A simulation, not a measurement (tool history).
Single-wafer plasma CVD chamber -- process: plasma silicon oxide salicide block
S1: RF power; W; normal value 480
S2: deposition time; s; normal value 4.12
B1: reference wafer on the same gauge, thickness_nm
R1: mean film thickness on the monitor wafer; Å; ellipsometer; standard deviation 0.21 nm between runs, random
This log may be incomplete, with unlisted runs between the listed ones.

run,hour,S1,S2,B1,R1
1,0.0,480,4.12,34.440,393.51
2,73.0,480,4.12,34.535,393.60
3,125.6,480,4.37,34.542,412.57
4,186.3,480,4.37,34.485,419.37
5,225.0,480,4.12,34.530,386.64
6,371.0,480,4.12,34.501,393.33
7,661.4,455,3.54,34.518,325.16
8,721.9,455,3.54,34.508,327.87
9,820.7,480,4.12,34.517,384.95
# hour 843.9: RF generator calibrated
10,885.4,480,4.12,34.498,394.44
11,949.1,400,3.44,34.513,304.96
# hour 980.7: showerhead replaced
12,1015.1,420,3.56,34.557,322.93
# hour 1062.4: gauge calibrated
13,1116.8,480,4.37,34.487,412.35
14,1209.8,435,4.56,34.483,410.08
15,1308.2,410,3.63,34.496,317.43
16,1395.6,525,3.88,34.472,378.41
17,1435.0,455,3.54,34.487,326.71
18,1523.2,565,4.43,34.492,441.61
19,1610.8,480,4.12,34.490,383.99
20,1696.7,400,3.84,34.530,333.86

5 options for the next run, each taken on its own from the tool as it stands now. Forecast them:
A,1697.1,400,4.12,?,?
B,1697.1,530,4.12,?,?
C,1697.1,480,4.83,?,?
D,1697.1,565,4.59,?,?
E,1697.1,410,4.12,?,?

run,B1,R1
A,34.509,361.30
B,34.509,406.77
C,34.509,458.06
D,34.509,464.77
E,34.509,365.29
With the hidden condition removed and each run's random variation left untouched, the same runs would have given:
run,R1
A,371.97
B,418.78
C,471.59
D,478.50
E,376.08

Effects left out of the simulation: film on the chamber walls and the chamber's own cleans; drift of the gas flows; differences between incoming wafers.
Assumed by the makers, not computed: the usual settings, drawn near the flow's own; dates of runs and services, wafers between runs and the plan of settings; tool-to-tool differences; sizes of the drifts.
